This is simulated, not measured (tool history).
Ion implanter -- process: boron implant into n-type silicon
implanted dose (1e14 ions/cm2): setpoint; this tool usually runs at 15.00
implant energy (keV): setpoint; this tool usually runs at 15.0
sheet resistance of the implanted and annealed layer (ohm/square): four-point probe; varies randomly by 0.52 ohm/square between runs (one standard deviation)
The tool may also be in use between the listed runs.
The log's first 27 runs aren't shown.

run	hour	implanted dose (1e14 ions/cm2)	implant energy (keV)	wafers since the last listed run	hours since the last dose calibration	hours since the extraction supply was calibrated	hours since the gauge calibration	read-back reference wafer on the same gauge, sheet resistance	sheet resistance of the implanted and annealed layer (ohm/square)
28	1285.9	17.30	12.0	1049	75.7	735.6	461.3	126.04	130.44
29	1313.2	17.30	12.0	420	103.0	762.9	488.6	125.77	130.43
30	1367.0	11.19	10.0	828	156.8	816.7	542.4	126.21	162.62
31	1416.2	11.89	12.5	757	206.0	865.9	591.6	125.94	149.50
32	1467.1	13.36	11.0	783	256.9	916.8	642.5	126.01	146.65
33	1504.1	18.30	20.0	569	293.9	953.8	679.5	126.00	106.30
34	1528.7	17.34	12.0	378	318.5	978.4	704.1	125.96	129.79
35	1573.4	10.75	18.5	688	363.2	1023.1	748.8	125.96	145.89
36	1613.1	11.38	18.5	611	402.9	1062.8	788.5	126.06	141.21
37	1648.8	15.00	15.0	549	438.6	1098.5	824.2	125.99	125.98

Consider 4 possible next runs. They are alternatives, not a sequence: every one starts from the tool as it was left by run 37. What does each give?
A	1649.2	12.40	15.0	6	439.0	1098.9	824.6	?	?
B	1649.2	12.36	13.5	6	439.0	1098.9	824.6	?	?
C	1649.2	16.18	15.0	6	439.0	1098.9	824.6	?	?
D	1649.2	19.44	15.0	6	439.0	1098.9	824.6	?	?

run	read-back reference wafer on the same gauge, sheet resistance	sheet resistance of the implanted and annealed layer (ohm/square)
A	126.01	138.16
B	126.01	142.08
C	126.01	120.94
D	126.01	112.20
With the hidden condition removed and each run's random variation left untouched, the same runs would have given:
run	sheet resistance of the implanted and annealed layer (ohm/square)
A	138.83
B	142.72
C	121.41
D	112.57
